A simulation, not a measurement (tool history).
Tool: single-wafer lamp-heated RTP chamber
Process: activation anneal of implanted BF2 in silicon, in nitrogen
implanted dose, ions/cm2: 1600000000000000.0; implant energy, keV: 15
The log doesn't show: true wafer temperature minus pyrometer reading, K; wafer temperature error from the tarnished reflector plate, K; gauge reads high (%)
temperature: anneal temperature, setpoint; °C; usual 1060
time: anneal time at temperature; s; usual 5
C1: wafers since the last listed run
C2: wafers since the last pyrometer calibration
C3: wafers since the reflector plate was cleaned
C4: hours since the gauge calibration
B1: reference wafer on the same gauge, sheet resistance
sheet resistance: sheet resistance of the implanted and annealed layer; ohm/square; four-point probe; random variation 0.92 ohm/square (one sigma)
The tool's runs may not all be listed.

Run 1, hour 0.0: usual settings but temperature 1041 °C; C1 0; C2 3852; C3 1752; C4 111.5; B1 203.84. Result: sheet resistance 187.51 ohm/square.
Run 2, hour 31.5: usual settings but temperature 1041 °C; C1 473; C2 4325; C3 2225; C4 143.0; B1 204.18. Result: sheet resistance 184.95 ohm/square.
At hour 98.6: pyrometer window cleaned and pyrometer calibrated.
Run 3, hour 155.0: usual settings but temperature 1041 °C; C1 1734; C2 847; C3 3959; C4 266.5; B1 204.04. Result: sheet resistance 190.93 ohm/square.
Run 4, hour 183.4: usual settings; C1 426; C2 1273; C3 4386; C4 294.9; B1 204.09. Result: sheet resistance 166.50 ohm/square.
Run 5, hour 208.6: usual settings; C1 378; C2 1651; C3 4764; C4 320.1; B1 203.83. Result: sheet resistance 165.13 ohm/square.
Run 6, hour 234.1: usual settings; C1 382; C2 2034; C3 5147; C4 345.6; B1 203.88. Result: sheet resistance 161.63 ohm/square.
Run 7, hour 276.3: usual settings; C1 633; C2 2668; C3 5781; C4 387.8; B1 204.17. Result: sheet resistance 165.30 ohm/square.
Run 8, hour 336.0: usual settings but time 6 s; C1 896; C2 3565; C3 6678; C4 447.5; B1 203.98. Result: sheet resistance 155.91 ohm/square.
Run 9, hour 410.4: usual settings but temperature 1083 °C, time 8 s; C1 1117; C2 4682; C3 7795; C4 521.9; B1 204.25. Result: sheet resistance 126.08 ohm/square.
At hour 418.6: pyrometer window cleaned and pyrometer calibrated.
At hour 507.7: reflector plate cleaned.
Run 10, hour 582.1: usual settings but temperature 1041 °C; C1 2338; C2 2335; C3 1116; C4 693.6; B1 204.16. Result: sheet resistance 187.12 ohm/square.
Run 11, hour 749.4: usual settings; C1 2512; C2 4847; C3 3629; C4 860.9; B1 204.06. Result: sheet resistance 163.07 ohm/square.
At hour 785.9: pyrometer window cleaned and pyrometer calibrated.
At hour 808.8: gauge calibrated.
Run 12, hour 820.7: usual settings but temperature 1037 °C, time 8 s; C1 950; C2 522; C3 4579; C4 11.9; B1 203.95. Result: sheet resistance 180.56 ohm/square.
Run 13, hour 920.5: usual settings but temperature 1081 °C, time 8 s; C1 1498; C2 2020; C3 6078; C4 111.7; B1 203.92. Result: sheet resistance 131.13 ohm/square.
Run 14, hour 991.4: usual settings but temperature 1047 °C; C1 1064; C2 3085; C3 7143; C4 182.6; B1 203.95. Result: sheet resistance 180.44 ohm/square.
Run 15, hour 1024.0: usual settings but temperature 1039 °C, time 6 s; C1 489; C2 3575; C3 7632; C4 215.2; B1 203.95. Result: sheet resistance 181.95 ohm/square.
Run 16, hour 1089.0: usual settings but time 3 s; C1 976; C2 4551; C3 8608; C4 280.2; B1 203.77. Result: sheet resistance 179.19 ohm/square.
At hour 1111.7: pyrometer window cleaned and pyrometer calibrated.
At hour 1137.0: reflector plate cleaned.
Run 17, hour 1143.8: usual settings but temperature 1078 °C, time 3 s; C1 582; C2 362; C3 101; C4 335.0; B1 204.02. Result: sheet resistance 162.64 ohm/square.

3 ways to go on from here, each from the tool as it stands after run 17. What would each give?
Run A, hour 1144.2: usual settings but temperature 1085 °C; C1 6; C2 368; C3 107; C4 335.4; B1 ?. Result: sheet resistance ?.
Run B, hour 1144.2: usual settings but time 7 s; C1 6; C2 368; C3 107; C4 335.4; B1 ?. Result: sheet resistance ?.
Run C, hour 1144.2: usual settings but temperature 1090 °C; C1 6; C2 368; C3 107; C4 335.4; B1 ?. Result: sheet resistance ?.

run      B1  sheet resistance
  A  203.95            140.65
  B  203.95            156.61
  C  203.95            135.81
Without the tool's hidden state the same runs would have given:
run  sheet resistance
  A            142.45
  B            158.56
  C            137.54
